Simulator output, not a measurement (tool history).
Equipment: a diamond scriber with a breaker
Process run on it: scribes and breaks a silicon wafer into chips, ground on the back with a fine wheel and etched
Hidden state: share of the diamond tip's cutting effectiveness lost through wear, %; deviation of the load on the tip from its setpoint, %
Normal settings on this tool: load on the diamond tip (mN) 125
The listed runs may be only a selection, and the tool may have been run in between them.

run    hour  load on the diamond tip (mN)  wafers since the last listed run  hours since the diamond tip was replaced  hours since the load on the tip was calibrated  incoming depth of the damage left on the back of the incoming wafer, um  depth of the median crack under the scribed line (nm)  chips rejected at inspection after the break (%)
  1       0                           125                                 0                                     545.7                                           702.4                                                                     0.71                                                  12280                                              1.49
  2    72.1                           125                               128                                     617.8                                           774.5                                                                     0.63                                                  12320                                              1.68
  3   176.9                           125                               186                                     722.6                                           879.3                                                                     0.45                                                  11910                                               1.9
  4   278.4                           125                               180                                     824.1                                           980.8                                                                     0.35                                                  11590                                              2.35
  5   342.8                           125                               114                                     888.5                                          1045.2                                                                     0.76                                                  11680                                              2.54
  6   440.6                           114                               174                                     986.3                                            1143                                                                     0.71                                                  10840                                              6.81
      445.9  -- diamond tip replaced by a new one, of another model than before
  7   539.4                           114                               172                                      93.5                                          1241.8                                                                     0.43                                                   9090                                              18.5
  8   587.4                           125                                85                                     141.5                                          1289.8                                                                     0.72                                                  10410                                              9.27
      659.9  -- load on the tip recalibrated
  9   662.4                           141                               130                                     216.5                                             2.5                                                                     0.53                                                  14300                                              3.85
 10     722                           125                               106                                     276.1                                            62.1                                                                     0.31                                                  12440                                              1.34
 11   785.4                           114                               113                                     339.5                                           125.5                                                                     0.66                                                  10980                                              5.52
 12   823.1                           150                                67                                     377.2                                           163.2                                                                     0.35                                                  15560                                              7.73
 13   908.9                           104                               152                                       463                                             249                                                                     0.79                                                   8970                                              16.3
 14   976.2                           158                               119                                     530.3                                           316.3                                                                     0.39                                                  16400                                             11.12
 15  1064.6                           163                               157                                     618.7                                           404.7                                                                     0.45                                                  17250                                             13.46

Take each entry between the runs: how does the hidden state at the last listed run before it differ from the hidden state at the first listed run after it?
Between runs 6 and 7: diamond tip replaced by a new one, of another model than before (hour 445.9)
  deviation of the load on the tip from its setpoint, %: -11.1 -> -13.1
  measured minus no-state result, depth of the median crack under the scribed line (nm): -1200 -> -2120; chips rejected at inspection after the break (%): +4.41 -> +14.36
Between runs 8 and 9: load on the tip recalibrated (hour 659.9)
  deviation of the load on the tip from its setpoint, %: -14 -> -1.77
  measured minus no-state result, depth of the median crack under the scribed line (nm): -2670 -> -360; chips rejected at inspection after the break (%): +7.96 -> -1.05
